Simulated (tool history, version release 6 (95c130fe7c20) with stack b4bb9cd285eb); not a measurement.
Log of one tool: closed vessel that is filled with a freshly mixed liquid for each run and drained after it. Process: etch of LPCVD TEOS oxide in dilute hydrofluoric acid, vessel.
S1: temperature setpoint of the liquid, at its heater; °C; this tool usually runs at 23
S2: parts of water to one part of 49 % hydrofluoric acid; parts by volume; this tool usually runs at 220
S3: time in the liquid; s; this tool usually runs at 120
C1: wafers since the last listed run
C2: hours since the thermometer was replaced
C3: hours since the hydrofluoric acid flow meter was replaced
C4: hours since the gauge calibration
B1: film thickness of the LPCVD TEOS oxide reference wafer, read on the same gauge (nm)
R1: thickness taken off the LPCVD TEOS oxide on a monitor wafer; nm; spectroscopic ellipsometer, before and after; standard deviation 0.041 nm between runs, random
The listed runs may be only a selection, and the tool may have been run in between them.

run,hour,S1,S2,S3,C1,C2,C3,C4,B1,R1
1,0,23,275,120,0,2326.6,837,694.4,100.01,9.78
2,79.4,23,220,120,8392,2406,916.4,773.8,100.01,13.02
3,161,23,220,120,8624,2487.6,998,855.4,99.96,13.02
4,202.3,23,220,120,4365,2528.9,1039.3,896.7,100,12.98
5,253.2,23,220,120,5379,2579.8,1090.2,947.6,99.99,12.99
# hour 305.8: hydrofluoric acid flow meter replaced
6,318.7,23,220,120,6817,2645.3,12.9,1013.1,99.99,13.32
# hour 335.6: gauge calibrated
7,363.7,23,220,120,4756,2690.3,57.9,28.1,100.03,13.33
8,408.2,25,310,180,4703,2734.8,102.4,72.6,100,13.94
# hour 489.6: thermometer replaced
9,509.7,21,150,100,10622,20.1,203.9,174.1,99.98,16.3
# hour 535.4: hydrofluoric acid flow meter replaced, repeated, since the last time left the tool worse
10,557.4,23,330,120,4936,67.8,22,221.8,99.99,7.55
11,656.5,23,220,75,10474,166.9,121.1,320.9,99.99,7.93
12,731.1,21.5,300,85,7884,241.5,195.7,395.5,100,5.78
13,828,23,220,90,10241,338.4,292.6,492.4,100.01,9.56
14,895.1,27.5,305,190,7092,405.5,359.7,559.5,99.98,15.56
15,998.2,23,220,120,10897,508.6,462.8,662.6,99.99,12.81

Here are 5 independent what-if runs from the current tool condition. What would each one return?
A,998.9,23,220,120,73,509.3,463.5,663.3,?,?
B,998.9,20.5,120,100,73,509.3,463.5,663.3,?,?
C,998.9,21,180,180,73,509.3,463.5,663.3,?,?
D,998.9,25,265,90,73,509.3,463.5,663.3,?,?
E,998.9,19.5,250,65,73,509.3,463.5,663.3,?,?

run,B1,R1
A,99.99,12.78
B,99.99,19.68
C,99.99,22.62
D,99.99,8.17
E,99.99,5.19
Had the tool no hidden state, the same runs would have come out as:
run,R1
A,12.53
B,19.33
C,22.2
D,8.01
E,5.09
